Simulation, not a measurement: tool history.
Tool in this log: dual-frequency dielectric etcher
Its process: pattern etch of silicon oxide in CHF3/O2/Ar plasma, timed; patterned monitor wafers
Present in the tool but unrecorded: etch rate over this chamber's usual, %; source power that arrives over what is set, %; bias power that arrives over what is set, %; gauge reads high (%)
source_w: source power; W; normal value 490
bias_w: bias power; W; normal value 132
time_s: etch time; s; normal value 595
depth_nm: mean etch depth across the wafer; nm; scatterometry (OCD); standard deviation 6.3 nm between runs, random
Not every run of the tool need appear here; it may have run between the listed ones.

| run | day | source_w | bias_w | time_s | wafers since the last listed run | hours since the last wet clean | hours since the last source power generator calibration | hours since the last bias power generator calibration | hours since the last upper electrode change | hours since the gauge calibration | read-back reference wafer on the same gauge, depth_nm | depth_nm |
|---|---|---|---|---|---|---|---|---|---|---|---|---|
| 1 | 0 | 490 | 132 | 595 | 0 | 152.1 | 3117.6 | 3242.7 | 2343.3 | 494 | 951.5 | 957.3 |
| 2 | 1.038 | 490 | 132 | 595 | 58 | 177 | 3142.5 | 3267.6 | 2368.2 | 518.9 | 952.7 | 951.2 |
| 3 | 2.517 | 490 | 132 | 595 | 83 | 212.5 | 3178 | 3303.1 | 2403.7 | 554.4 | 953.7 | 953 |
| 4 | 7.304 | 490 | 132 | 595 | 269 | 327.4 | 3292.9 | 3418 | 2518.6 | 669.3 | 952.5 | 965.4 |
|  | 9.029 | wet clean of the chamber |
| 5 | 9.05 | 490 | 132 | 595 | 42 | 0.5 | 3334.8 | 3459.9 | 2560.5 | 711.2 | 953.9 | 936.1 |
| 6 | 11.658 | 490 | 132 | 595 | 147 | 63.1 | 3397.4 | 3522.5 | 2623.1 | 773.8 | 950.4 | 937.4 |
| 7 | 12.821 | 490 | 114 | 595 | 65 | 91 | 3425.3 | 3550.4 | 2651 | 801.7 | 952 | 873 |
| 8 | 14.096 | 490 | 146 | 595 | 71 | 121.6 | 3455.9 | 3581 | 2681.6 | 832.3 | 951.7 | 984.5 |
| 9 | 16.721 | 490 | 146 | 595 | 147 | 184.6 | 3518.9 | 3644 | 2744.6 | 895.3 | 951.1 | 995.6 |
| 10 | 19.671 | 490 | 146 | 595 | 166 | 255.4 | 3589.7 | 3714.8 | 2815.4 | 966.1 | 952 | 1002.1 |
|  | 21.483 | upper electrode replaced |
| 11 | 22.338 | 490 | 132 | 595 | 93 | 319.4 | 3653.7 | 3778.8 | 20.5 | 1030.1 | 951 | 956.5 |
|  | 25.15 | bias power generator calibrated |
|  | 25.521 | wet clean of the chamber |
| 12 | 25.542 | 550 | 132 | 595 | 150 | 0.5 | 3730.6 | 9.4 | 97.4 | 1107 | 953.5 | 954.9 |
|  | 26.817 | source power generator calibrated |
| 13 | 26.979 | 490 | 132 | 751.5 | 71 | 35 | 3.9 | 43.9 | 131.9 | 1141.5 | 950.4 | 1175.9 |
| 14 | 28.138 | 490 | 106 | 707.5 | 65 | 62.8 | 31.7 | 71.7 | 159.7 | 1169.3 | 953.1 | 1005 |
|  | 29.629 | gauge calibrated |
| 15 | 30.783 | 490 | 132 | 724 | 149 | 126.3 | 95.2 | 135.2 | 223.2 | 27.7 | 952.9 | 1142.9 |
| 16 | 32.688 | 490 | 132 | 726.5 | 107 | 172 | 140.9 | 180.9 | 268.9 | 73.4 | 950.7 | 1162.7 |
| 17 | 35.675 | 420 | 122 | 716 | 168 | 243.7 | 212.6 | 252.6 | 340.6 | 145.1 | 952.6 | 1052.9 |
| 18 | 36.746 | 490 | 132 | 595 | 60 | 269.4 | 238.3 | 278.3 | 366.3 | 170.8 | 951.7 | 959.5 |
| 19 | 38.275 | 490 | 132 | 595 | 86 | 306.1 | 275 | 315 | 403 | 207.5 | 951 | 945 |
|  | 44.154 | wet clean of the chamber |
| 20 | 44.175 | 450 | 157 | 465 | 276 | 0.5 | 416.6 | 456.6 | 544.6 | 349.1 | 950.5 | 772.1 |
| 21 | 46.512 | 590 | 132 | 595 | 131 | 56.6 | 472.7 | 512.7 | 600.7 | 405.2 | 950 | 1006 |
| 22 | 47.912 | 490 | 102 | 529 | 78 | 90.2 | 506.3 | 546.3 | 634.3 | 438.8 | 951.3 | 747.3 |
| 23 | 50.583 | 420 | 157 | 595 | 150 | 154.3 | 570.4 | 610.4 | 698.4 | 502.9 | 950.3 | 983.7 |
| 24 | 52.771 | 430 | 132 | 595 | 123 | 206.8 | 622.9 | 662.9 | 750.9 | 555.4 | 951.4 | 932.6 |
| 25 | 53.779 | 490 | 132 | 771.5 | 56 | 231 | 647.1 | 687.1 | 775.1 | 579.6 | 952.5 | 1256.9 |
| 26 | 55.267 | 450 | 132 | 595 | 83 | 266.7 | 682.8 | 722.8 | 810.8 | 615.3 | 950.2 | 935.8 |
| 27 | 58.017 | 490 | 161 | 533 | 155 | 332.7 | 748.8 | 788.8 | 876.8 | 681.3 | 952.7 | 955 |
| 28 | 59.625 | 380 | 132 | 595 | 90 | 371.3 | 787.4 | 827.4 | 915.4 | 719.9 | 953 | 899.6 |
| 29 | 60.9 | 490 | 132 | 595 | 71 | 401.9 | 818 | 858 | 946 | 750.5 | 951.4 | 967.9 |

What the log doesn't show, run by run:
source power that arrives over what is set, %: 0 in every run
bias power that arrives over what is set, %: 0 in every run
gauge reads high (%): 0 in every run
H1: etch rate over this chamber's usual, %
| run | H1 |
|---|---|
| 1 | 1.5 |
| 2 | 1.74 |
| 3 | 2.08 |
| 4 | 3.2 |
| 5 | -0.359 |
| 6 | 0.25 |
| 7 | 0.522 |
| 8 | 0.82 |
| 9 | 1.43 |
| 10 | 2.12 |
| 11 | 2.74 |
| 12 | -0.716 |
| 13 | -0.38 |
| 14 | -0.11 |
| 15 | 0.508 |
| 16 | 0.953 |
| 17 | 1.65 |
| 18 | 1.9 |
| 19 | 2.26 |
| 20 | 0.187 |
| 21 | 0.733 |
| 22 | 1.06 |
| 23 | 1.68 |
| 24 | 2.2 |
| 25 | 2.43 |
| 26 | 2.78 |
| 27 | 3.42 |
| 28 | 3.8 |
| 29 | 4.09 |
